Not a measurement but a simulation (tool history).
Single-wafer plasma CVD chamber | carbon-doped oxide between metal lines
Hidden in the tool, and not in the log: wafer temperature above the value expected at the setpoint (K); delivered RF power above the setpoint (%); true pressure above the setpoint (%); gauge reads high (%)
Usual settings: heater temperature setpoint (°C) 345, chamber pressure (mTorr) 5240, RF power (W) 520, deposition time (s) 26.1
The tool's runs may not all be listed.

| run | hour | heater temperature setpoint (°C) | chamber pressure (mTorr) | RF power (W) | deposition time (s) | wafers since the last listed run | hours since the last thermocouple change | hours since the last RF generator calibration | hours since the last manometer calibration | hours since the showerhead was replaced | hours since the gauge calibration | read-back reference wafer on the same gauge, thickness_nm | mean film thickness on the monitor wafer (nm) |
|---|---|---|---|---|---|---|---|---|---|---|---|---|---|
| 1 | 0.0 | 345 | 5240 | 520 | 27.4 | 0 | 1304.8 | 609.4 | 1126.2 | 6640.9 | 168.1 | 159.940 | 137.955 |
| 2 | 7.3 | 345 | 5240 | 520 | 27.4 | 298 | 1312.1 | 616.7 | 1133.5 | 6648.2 | 175.4 | 159.984 | 138.125 |
| 3 | 21.1 | 345 | 5240 | 520 | 27.4 | 564 | 1325.9 | 630.5 | 1147.3 | 6662.0 | 189.2 | 160.015 | 138.230 |
| 4 | 30.7 | 345 | 5240 | 520 | 26.1 | 392 | 1335.5 | 640.1 | 1156.9 | 6671.6 | 198.8 | 159.984 | 131.554 |
| 5 | 48.2 | 345 | 5240 | 580 | 26.1 | 715 | 1353.0 | 657.6 | 1174.4 | 6689.1 | 216.3 | 159.965 | 138.445 |
| 6 | 55.6 | 345 | 5660 | 520 | 26.1 | 302 | 1360.4 | 665.0 | 1181.8 | 6696.5 | 223.7 | 160.024 | 132.823 |
| 7 | 62.6 | 345 | 5660 | 520 | 26.1 | 286 | 1367.4 | 672.0 | 1188.8 | 6703.5 | 230.7 | 159.998 | 132.935 |
| 8 | 69.0 | 345 | 5240 | 555 | 26.1 | 261 | 1373.8 | 678.4 | 1195.2 | 6709.9 | 237.1 | 159.978 | 135.411 |
| 9 | 83.6 | 345 | 5240 | 555 | 26.1 | 597 | 1388.4 | 693.0 | 1209.8 | 6724.5 | 251.7 | 160.066 | 135.398 |
| 10 | 94.9 | 345 | 5240 | 520 | 26.1 | 462 | 1399.7 | 704.3 | 1221.1 | 6735.8 | 263.0 | 160.024 | 131.563 |
|  | 109.1 | thermocouple changed; heater temperature recalibrated |
| 11 | 109.5 | 345 | 5240 | 520 | 26.1 | 270 | 0.4 | 718.9 | 1235.7 | 6750.4 | 277.6 | 160.092 | 132.016 |
| 12 | 116.3 | 345 | 5240 | 560 | 26.1 | 278 | 7.2 | 725.7 | 1242.5 | 6757.2 | 284.4 | 159.999 | 136.230 |
| 13 | 131.1 | 345 | 5240 | 440 | 26.1 | 605 | 22.0 | 740.5 | 1257.3 | 6772.0 | 299.2 | 160.043 | 121.346 |
| 14 | 139.9 | 341 | 5240 | 520 | 29.2 | 360 | 30.8 | 749.3 | 1266.1 | 6780.8 | 308.0 | 159.989 | 148.956 |
|  | 142.5 | gauge calibrated |
| 15 | 152.9 | 331 | 6520 | 520 | 26.1 | 531 | 43.8 | 762.3 | 1279.1 | 6793.8 | 10.4 | 159.977 | 140.733 |
|  | 164.8 | showerhead replaced, of another model than before |
| 16 | 165.3 | 345 | 5810 | 520 | 26.1 | 180 | 56.2 | 774.7 | 1291.5 | 0.5 | 22.8 | 159.999 | 129.182 |
| 17 | 178.4 | 345 | 5240 | 520 | 26.1 | 535 | 69.3 | 787.8 | 1304.6 | 13.6 | 35.9 | 160.002 | 128.559 |
| 18 | 192.2 | 345 | 5240 | 520 | 26.1 | 564 | 83.1 | 801.6 | 1318.4 | 27.4 | 49.7 | 159.968 | 128.516 |
|  | 210.0 | capacitance manometer re-zeroed and calibrated |
|  | 220.5 | RF generator calibrated |
| 19 | 244.1 | 345 | 5770 | 445 | 26.1 | 1468 | 135.0 | 23.6 | 34.1 | 79.3 | 101.6 | 160.025 | 122.344 |
| 20 | 258.3 | 345 | 5240 | 445 | 26.1 | 580 | 149.2 | 37.8 | 48.3 | 93.5 | 115.8 | 160.008 | 121.206 |
| 21 | 273.2 | 351 | 5240 | 430 | 22.3 | 609 | 164.1 | 52.7 | 63.2 | 108.4 | 130.7 | 160.016 | 99.007 |
| 22 | 289.3 | 336 | 4200 | 575 | 27.4 | 658 | 180.2 | 68.8 | 79.3 | 124.5 | 146.8 | 159.995 | 153.373 |

What the log doesn't show, run by run:
wafer temperature above the value expected at the setpoint (K): 0 in every run
true pressure above the setpoint (%): 0 in every run
gauge reads high (%): 0 in every run
H1: delivered RF power above the setpoint (%)
| run | H1 |
|---|---|
| 1 | -8.32 |
| 2 | -8.34 |
| 3 | -8.4 |
| 4 | -8.43 |
| 5 | -8.49 |
| 6 | -8.51 |
| 7 | -8.54 |
| 8 | -8.56 |
| 9 | -8.6 |
| 10 | -8.64 |
| 11 | -8.68 |
| 12 | -8.7 |
| 13 | -8.73 |
| 14 | -8.76 |
| 15 | -8.79 |
| 16 | -8.82 |
| 17 | -8.85 |
| 18 | -8.88 |
| 19 | -1.68 |
| 20 | -2.03 |
| 21 | -2.37 |
| 22 | -2.72 |

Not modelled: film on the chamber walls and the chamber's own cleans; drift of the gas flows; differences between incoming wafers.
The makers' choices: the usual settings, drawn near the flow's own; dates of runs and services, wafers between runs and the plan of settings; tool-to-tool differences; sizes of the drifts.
